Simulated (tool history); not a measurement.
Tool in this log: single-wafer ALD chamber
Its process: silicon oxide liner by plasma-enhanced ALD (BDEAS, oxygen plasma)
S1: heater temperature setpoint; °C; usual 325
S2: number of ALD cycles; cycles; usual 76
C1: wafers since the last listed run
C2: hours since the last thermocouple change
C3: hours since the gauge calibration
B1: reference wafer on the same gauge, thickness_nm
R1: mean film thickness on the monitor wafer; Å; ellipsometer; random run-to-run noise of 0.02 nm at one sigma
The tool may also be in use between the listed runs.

{"run": 1, "hour": 0.0, "S1": 317, "S2": 76, "C1": 0, "C2": 1870.7, "C3": 1895.9, "B1": 8.173, "R1": 72.81}
{"run": 2, "hour": 73.3, "S1": 333, "S2": 65, "C1": 217, "C2": 1944, "C3": 1969.2, "B1": 8.165, "R1": 60.91}
{"hour": 216.5, "done": "thermocouple changed; heater temperature recalibrated"}
{"run": 3, "hour": 226.7, "S1": 333, "S2": 65, "C1": 432, "C2": 10.2, "C3": 2122.6, "B1": 8.165, "R1": 60.74}
{"run": 4, "hour": 492.2, "S1": 333, "S2": 65, "C1": 789, "C2": 275.7, "C3": 2388.1, "B1": 8.173, "R1": 60.98}
{"run": 5, "hour": 549.8, "S1": 325, "S2": 76, "C1": 171, "C2": 333.3, "C3": 2445.7, "B1": 8.166, "R1": 72.2}
{"run": 6, "hour": 613.2, "S1": 325, "S2": 76, "C1": 188, "C2": 396.7, "C3": 2509.1, "B1": 8.177, "R1": 72.22}
{"run": 7, "hour": 719.6, "S1": 325, "S2": 76, "C1": 316, "C2": 503.1, "C3": 2615.5, "B1": 8.17, "R1": 72.24}
{"run": 8, "hour": 819.5, "S1": 325, "S2": 76, "C1": 297, "C2": 603, "C3": 2715.4, "B1": 8.169, "R1": 72.06}
{"run": 9, "hour": 869.9, "S1": 325, "S2": 84, "C1": 149, "C2": 653.4, "C3": 2765.8, "B1": 8.167, "R1": 79.58}
{"run": 10, "hour": 907.4, "S1": 325, "S2": 84, "C1": 111, "C2": 690.9, "C3": 2803.3, "B1": 8.174, "R1": 79.68}
{"run": 11, "hour": 1002.5, "S1": 331, "S2": 66, "C1": 282, "C2": 786, "C3": 2898.4, "B1": 8.17, "R1": 62.01}
{"run": 12, "hour": 1101.1, "S1": 331, "S2": 66, "C1": 293, "C2": 884.6, "C3": 2997, "B1": 8.167, "R1": 62.41}
{"run": 13, "hour": 1177.1, "S1": 322, "S2": 76, "C1": 225, "C2": 960.6, "C3": 3073, "B1": 8.173, "R1": 72.16}
{"run": 14, "hour": 1284.4, "S1": 322, "S2": 76, "C1": 319, "C2": 1067.9, "C3": 3180.3, "B1": 8.172, "R1": 72.48}
{"hour": 1325.9, "done": "gauge calibrated"}
{"run": 15, "hour": 1329.1, "S1": 325, "S2": 83, "C1": 132, "C2": 1112.6, "C3": 3.2, "B1": 8.17, "R1": 79}
{"run": 16, "hour": 1392.7, "S1": 325, "S2": 83, "C1": 189, "C2": 1176.2, "C3": 66.8, "B1": 8.172, "R1": 79.06}
{"run": 17, "hour": 1478.9, "S1": 331, "S2": 65, "C1": 256, "C2": 1262.4, "C3": 153, "B1": 8.175, "R1": 61.28}
{"run": 18, "hour": 1554.4, "S1": 331, "S2": 65, "C1": 224, "C2": 1337.9, "C3": 228.5, "B1": 8.166, "R1": 61.3}
{"run": 19, "hour": 1606.5, "S1": 332, "S2": 76, "C1": 154, "C2": 1390, "C3": 280.6, "B1": 8.167, "R1": 71.53}
{"run": 20, "hour": 1650.7, "S1": 332, "S2": 76, "C1": 131, "C2": 1434.2, "C3": 324.8, "B1": 8.168, "R1": 71.74}
{"run": 21, "hour": 1737.2, "S1": 332, "S2": 76, "C1": 257, "C2": 1520.7, "C3": 411.3, "B1": 8.174, "R1": 71.77}
{"run": 22, "hour": 1805.0, "S1": 325, "S2": 68, "C1": 201, "C2": 1588.5, "C3": 479.1, "B1": 8.175, "R1": 64.46}

What will run 23 give?
{"run": 23, "hour": 1901.7, "S1": 335, "S2": 85, "C1": 287, "C2": 1685.2, "C3": 575.8, "B1": "?", "R1": "?"}

Run 23 came out at B1 8.162, R1 79.84 Å.
Were there no unlogged condition in the tool, this run, its random variation unchanged, would have produced R1 79.84 Å.
